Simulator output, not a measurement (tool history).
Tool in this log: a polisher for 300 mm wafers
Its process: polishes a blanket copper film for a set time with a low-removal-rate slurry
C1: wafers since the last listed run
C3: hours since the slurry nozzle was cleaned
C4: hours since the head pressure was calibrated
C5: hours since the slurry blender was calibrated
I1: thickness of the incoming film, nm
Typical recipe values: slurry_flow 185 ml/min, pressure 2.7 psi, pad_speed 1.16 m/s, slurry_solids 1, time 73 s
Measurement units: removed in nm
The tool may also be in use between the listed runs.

run 1 hour=0 | slurry_flow=185 pressure=2.7 pad_speed=1.16 slurry_solids=1 time=73 | C1=0 wafers_polished_on_this_pad=5528 C3=130.2 C4=822 C5=243.8 | I1=1245.8 | removed=238.6
run 2 hour=79.3 | slurry_flow=185 pressure=2.7 pad_speed=1.16 slurry_solids=1 time=57 | C1=989 wafers_polished_on_this_pad=6518 C3=209.5 C4=901.3 C5=323.1 | I1=1218.6 | removed=184.2
run 3 hour=158.3 | slurry_flow=185 pressure=2.7 pad_speed=1.16 slurry_solids=1 time=57 | C1=986 wafers_polished_on_this_pad=7504 C3=288.5 C4=980.3 C5=402.1 | I1=1217.6 | removed=182.1
-- hour=172.6 head pressure recalibrated
-- hour=248.1 worn pad replaced by a new one
run 4 hour=251.1 | slurry_flow=185 pressure=2.7 pad_speed=1.16 slurry_solids=1 time=57 | C1=1083 wafers_polished_on_this_pad=37 C3=381.3 C4=78.5 C5=494.9 | I1=1229.1 | removed=181.7
run 5 hour=307.3 | slurry_flow=185 pressure=2.7 pad_speed=1.16 slurry_solids=1 time=73 | C1=701 wafers_polished_on_this_pad=738 C3=437.5 C4=134.7 C5=551.1 | I1=1233.2 | removed=226.7
run 6 hour=411.3 | slurry_flow=185 pressure=2.7 pad_speed=1.16 slurry_solids=1 time=73 | C1=1298 wafers_polished_on_this_pad=2036 C3=541.5 C4=238.7 C5=655.1 | I1=1237.5 | removed=229.2
-- hour=435.7 slurry blender recalibrated
run 7 hour=451.5 | slurry_flow=185 pressure=2.7 pad_speed=1.16 slurry_solids=1 time=73 | C1=476 wafers_polished_on_this_pad=2513 C3=581.7 C4=278.9 C5=15.8 | I1=1218.3 | removed=244.6
-- hour=536.3 slurry nozzle cleaned
run 8 hour=539.4 | slurry_flow=185 pressure=2.7 pad_speed=1.16 slurry_solids=1 time=73 | C1=1084 wafers_polished_on_this_pad=3598 C3=3.1 C4=366.8 C5=103.7 | I1=1232.9 | removed=240.2
run 9 hour=735.4 | slurry_flow=185 pressure=2.7 pad_speed=1.16 slurry_solids=1 time=73 | C1=2446 wafers_polished_on_this_pad=6044 C3=199.1 C4=562.8 C5=299.7 | I1=1250.4 | removed=236.9
run 10 hour=811.8 | slurry_flow=185 pressure=2.7 pad_speed=1.16 slurry_solids=1 time=73 | C1=953 wafers_polished_on_this_pad=6998 C3=275.5 C4=639.2 C5=376.1 | I1=1202.8 | removed=235.3
-- hour=880.7 worn pad replaced by a new one
run 11 hour=881.2 | slurry_flow=185 pressure=2.7 pad_speed=1.16 slurry_solids=1 time=73 | C1=816 wafers_polished_on_this_pad=5 C3=344.9 C4=708.6 C5=445.5 | I1=1231.2 | removed=233.6
run 12 hour=940.8 | slurry_flow=185 pressure=2.7 pad_speed=1.16 slurry_solids=1.25 time=73 | C1=743 wafers_polished_on_this_pad=749 C3=404.5 C4=768.2 C5=505.1 | I1=1220.1 | removed=242.5
-- hour=975.4 slurry blender recalibrated
run 13 hour=990.3 | slurry_flow=220 pressure=2.7 pad_speed=1.56 slurry_solids=1 time=73 | C1=592 wafers_polished_on_this_pad=1342 C3=454 C4=817.7 C5=14.9 | I1=1249.6 | removed=335
-- hour=1085.9 slurry nozzle cleaned
run 14 hour=1086.4 | slurry_flow=185 pressure=2.7 pad_speed=1.16 slurry_solids=1 time=73 | C1=1187 wafers_polished_on_this_pad=2529 C3=0.5 C4=913.8 C5=111 | I1=1248.8 | removed=242.6
run 15 hour=1182.2 | slurry_flow=185 pressure=2.7 pad_speed=1.16 slurry_solids=0.9 time=73 | C1=1195 wafers_polished_on_this_pad=3725 C3=96.3 C4=1009.6 C5=206.8 | I1=1229.2 | removed=237.5
-- hour=1260.7 head pressure recalibrated
run 16 hour=1261.2 | slurry_flow=185 pressure=2.7 pad_speed=1.16 slurry_solids=1 time=73 | C1=961 wafers_polished_on_this_pad=4686 C3=175.3 C4=0.5 C5=285.8 | I1=1216.8 | removed=236.2
run 17 hour=1359.2 | slurry_flow=185 pressure=2.7 pad_speed=1.16 slurry_solids=1 time=73 | C1=1223 wafers_polished_on_this_pad=5909 C3=273.3 C4=98.5 C5=383.8 | I1=1210.3 | removed=235.1
run 18 hour=1418.9 | slurry_flow=185 pressure=3.2 pad_speed=1.16 slurry_solids=1 time=73 | C1=745 wafers_polished_on_this_pad=6655 C3=333 C4=158.2 C5=443.5 | I1=1251.8 | removed=269
run 19 hour=1462.2 | slurry_flow=185 pressure=2.7 pad_speed=1.16 slurry_solids=1 time=73 | C1=540 wafers_polished_on_this_pad=7195 C3=376.3 C4=201.5 C5=486.8 | I1=1234.3 | removed=228.2
-- hour=1562.5 worn pad replaced by a new one
run 20 hour=1563 | slurry_flow=185 pressure=2.7 pad_speed=1.16 slurry_solids=1 time=73 | C1=1208 wafers_polished_on_this_pad=6 C3=477.1 C4=302.3 C5=587.6 | I1=1249.9 | removed=231.5
run 21 hour=1654.7 | slurry_flow=185 pressure=2.7 pad_speed=1.46 slurry_solids=1.2 time=63 | C1=1144 wafers_polished_on_this_pad=1151 C3=568.8 C4=394 C5=679.3 | I1=1234.4 | removed=252.9
-- hour=1676.4 slurry blender recalibrated
-- hour=1687.4 slurry nozzle cleaned
run 22 hour=1749.6 | slurry_flow=185 pressure=3.3 pad_speed=1.16 slurry_solids=1 time=81 | C1=1147 wafers_polished_on_this_pad=2298 C3=62.2 C4=488.9 C5=73.2 | I1=1236.3 | removed=313.1
run 23 hour=1817.6 | slurry_flow=185 pressure=2.7 pad_speed=1.16 slurry_solids=0.9 time=73 | C1=848 wafers_polished_on_this_pad=3147 C3=130.2 C4=556.9 C5=141.2 | I1=1244.9 | removed=235.5
run 24 hour=1862.8 | slurry_flow=185 pressure=2.7 pad_speed=1.16 slurry_solids=1.1 time=83 | C1=564 wafers_polished_on_this_pad=3711 C3=175.4 C4=602.1 C5=186.4 | I1=1223.8 | removed=279.2
run 25 hour=1904.6 | slurry_flow=185 pressure=2.7 pad_speed=1.16 slurry_solids=1.2 time=62 | C1=521 wafers_polished_on_this_pad=4233 C3=217.2 C4=643.9 C5=228.2 | I1=1233.7 | removed=211.4
run 26 hour=2165.4 | slurry_flow=205 pressure=2.7 pad_speed=1.4 slurry_solids=1.1 time=49 | C1=3255 wafers_polished_on_this_pad=7488 C3=478 C4=904.7 C5=489 | I1=1225.5 | removed=193.2
run 27 hour=2205.3 | slurry_flow=130 pressure=2.7 pad_speed=1.16 slurry_solids=1.1 time=73 | C1=498 wafers_polished_on_this_pad=7986 C3=517.9 C4=944.6 C5=528.9 | I1=1229.9 | removed=224
-- hour=2258.8 worn pad replaced by a new one
run 28 hour=2268.3 | slurry_flow=185 pressure=2.7 pad_speed=0.96 slurry_solids=1 time=73 | C1=736 wafers_polished_on_this_pad=118 C3=580.9 C4=1007.6 C5=591.9 | I1=1239.3 | removed=190.5
-- hour=2328.2 slurry blender recalibrated
run 29 hour=2345.1 | slurry_flow=240 pressure=2.7 pad_speed=1.16 slurry_solids=1 time=61 | C1=933 wafers_polished_on_this_pad=1051 C3=657.7 C4=1084.4 C5=16.9 | I1=1216 | removed=209.8
-- hour=2381.6 slurry nozzle cleaned
-- hour=2384 head pressure recalibrated
run 30 hour=2409.4 | slurry_flow=185 pressure=2.7 pad_speed=1.16 slurry_solids=1 time=73 | C1=765 wafers_polished_on_this_pad=1817 C3=27.8 C4=25.4 C5=81.2 | I1=1233 | removed=243

Below, each run's measurement less what the same run would have read without the hidden state. Both values contain the same run-to-run variation, but the gauge's scatter may not be the same in both:
The tool's hidden condition here consists of: removal rate lost through wear of the pad, %; slurry flow missing at the pad, %; deviation of the head's pressure from its setpoint, %; abrasive missing from the slurry, %.
run=1 removed=-5.8
run=2 removed=-5.9
run=3 removed=-7.4
run=4 removed=-9.4
run=5 removed=-13.2
run=6 removed=-16.3
run=7 removed=-0.5
run=8 removed=-2.4
run=9 removed=-7
run=10 removed=-8.9
run=11 removed=-10.7
run=12 removed=-13
run=13 removed=-0.5
run=14 removed=-2.6
run=15 removed=-4.7
run=16 removed=-6.6
run=17 removed=-9
run=18 removed=-12.1
run=19 removed=-11.4
run=20 removed=-14.4
run=21 removed=-19
run=22 removed=-2.2
run=23 removed=-3.1
run=24 removed=-5
run=25 removed=-4.7
run=26 removed=-9.8
run=27 removed=-12.4
run=28 removed=-11.9
run=29 removed=-0.6
run=30 removed=-2.2
